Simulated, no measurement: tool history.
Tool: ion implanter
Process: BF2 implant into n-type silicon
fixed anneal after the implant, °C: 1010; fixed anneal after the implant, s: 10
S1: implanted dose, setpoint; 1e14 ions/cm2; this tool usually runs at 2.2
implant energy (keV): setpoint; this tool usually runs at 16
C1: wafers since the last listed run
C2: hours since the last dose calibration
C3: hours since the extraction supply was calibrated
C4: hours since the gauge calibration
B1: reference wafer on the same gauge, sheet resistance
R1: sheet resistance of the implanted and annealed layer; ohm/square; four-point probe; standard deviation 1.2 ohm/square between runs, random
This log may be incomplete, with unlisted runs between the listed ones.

Run 1, hour 0: usual settings but S1 2.63 1e14 ions/cm2; C1 0; C2 1335.9; C3 2531.6; C4 156.8; B1 574.88. Result: R1 497.21 ohm/square.
Run 2, hour 14.7: usual settings but S1 2.63 1e14 ions/cm2; C1 431; C2 1350.6; C3 2546.3; C4 171.5; B1 575.09. Result: R1 498.48 ohm/square.
Run 3, hour 26.1: usual settings but S1 2.52 1e14 ions/cm2; C1 334; C2 1362; C3 2557.7; C4 182.9; B1 574.57. Result: R1 516.87 ohm/square.
Run 4, hour 37.7: usual settings but S1 2.52 1e14 ions/cm2; C1 340; C2 1373.6; C3 2569.3; C4 194.5; B1 574.72. Result: R1 515.74 ohm/square.
Run 5, hour 55.3: usual settings; C1 516; C2 1391.2; C3 2586.9; C4 212.1; B1 575.06. Result: R1 579.05 ohm/square.
Run 6, hour 64.6: usual settings; C1 272; C2 1400.5; C3 2596.2; C4 221.4; B1 575.08. Result: R1 577.86 ohm/square.
At hour 79.8: extraction supply calibrated.
At hour 83.7: Faraday cup replaced and dose calibrated.
Run 7, hour 84.2: usual settings but S1 1.97 1e14 ions/cm2; C1 225; C2 0.5; C3 4.4; C4 241; B1 575.09. Result: R1 635.76 ohm/square.
Run 8, hour 89.5: usual settings but S1 1.97 1e14 ions/cm2; C1 155; C2 5.8; C3 9.7; C4 246.3; B1 574.73. Result: R1 639.07 ohm/square.
Run 9, hour 101: usual settings; C1 337; C2 17.3; C3 21.2; C4 257.8; B1 574.71. Result: R1 580.22 ohm/square.
At hour 105.5: gauge calibrated.
Run 10, hour 116.2: usual settings but S1 1.99 1e14 ions/cm2; C1 445; C2 32.5; C3 36.4; C4 10.7; B1 574.82. Result: R1 629.53 ohm/square.
Run 11, hour 130.4: usual settings but S1 2.01 1e14 ions/cm2, implant energy (keV) 11; C1 416; C2 46.7; C3 50.6; C4 24.9; B1 574.56. Result: R1 660.69 ohm/square.
Run 12, hour 148.3: usual settings but S1 1.97 1e14 ions/cm2; C1 525; C2 64.6; C3 68.5; C4 42.8; B1 575.18. Result: R1 635.3 ohm/square.
Run 13, hour 166.1: usual settings but S1 1.69 1e14 ions/cm2, implant energy (keV) 21; C1 522; C2 82.4; C3 86.3; C4 60.6; B1 575.1. Result: R1 704.55 ohm/square.
Run 14, hour 178.5: usual settings but S1 1.85 1e14 ions/cm2, implant energy (keV) 21.5; C1 363; C2 94.8; C3 98.7; C4 73; B1 574.9. Result: R1 652.39 ohm/square.
Run 15, hour 184.7: usual settings; C1 181; C2 101; C3 104.9; C4 79.2; B1 574.88. Result: R1 579.56 ohm/square.
Run 16, hour 192.3: usual settings but S1 1.79 1e14 ions/cm2; C1 222; C2 108.6; C3 112.5; C4 86.8; B1 574.89. Result: R1 688.83 ohm/square.
Run 17, hour 200.8: usual settings but S1 2.46 1e14 ions/cm2, implant energy (keV) 20; C1 249; C2 117.1; C3 121; C4 95.3; B1 575.02. Result: R1 511.27 ohm/square.
Run 18, hour 216.1: usual settings; C1 448; C2 132.4; C3 136.3; C4 110.6; B1 575.1. Result: R1 578.52 ohm/square.
Run 19, hour 223.2: usual settings but S1 2.69 1e14 ions/cm2, implant energy (keV) 11; C1 208; C2 139.5; C3 143.4; C4 117.7; B1 575.17. Result: R1 524.02 ohm/square.
Run 20, hour 238.3: usual settings but S1 2.55 1e14 ions/cm2, implant energy (keV) 19.5; C1 443; C2 154.6; C3 158.5; C4 132.8; B1 575.2. Result: R1 499.69 ohm/square.
Run 21, hour 245.6: usual settings but S1 1.97 1e14 ions/cm2, implant energy (keV) 12; C1 214; C2 161.9; C3 165.8; C4 140.1; B1 575.22. Result: R1 661.52 ohm/square.

What if the next run were any one of these 4? Each begins from the tool's condition after run 21:
Run A, hour 246: usual settings but S1 2.54 1e14 ions/cm2; C1 11; C2 162.3; C3 166.2; C4 140.5; B1 ?. Result: R1 ?.
Run B, hour 246: usual settings but S1 2.83 1e14 ions/cm2, implant energy (keV) 12.5; C1 11; C2 162.3; C3 166.2; C4 140.5; B1 ?. Result: R1 ?.
Run C, hour 246: usual settings but implant energy (keV) 12.5; C1 11; C2 162.3; C3 166.2; C4 140.5; B1 ?. Result: R1 ?.
Run D, hour 246: usual settings but S1 1.79 1e14 ions/cm2, implant energy (keV) 10.5; C1 11; C2 162.3; C3 166.2; C4 140.5; B1 ?. Result: R1 ?.

run      B1      R1
  A  574.51  511.27
  B  574.51  489.45
  C  574.51  598.29
  D  574.51  733.31
What these runs would have given with no unlogged condition in the tool:
run      R1
  A  511.27
  B  489.45
  C  598.29
  D  733.31
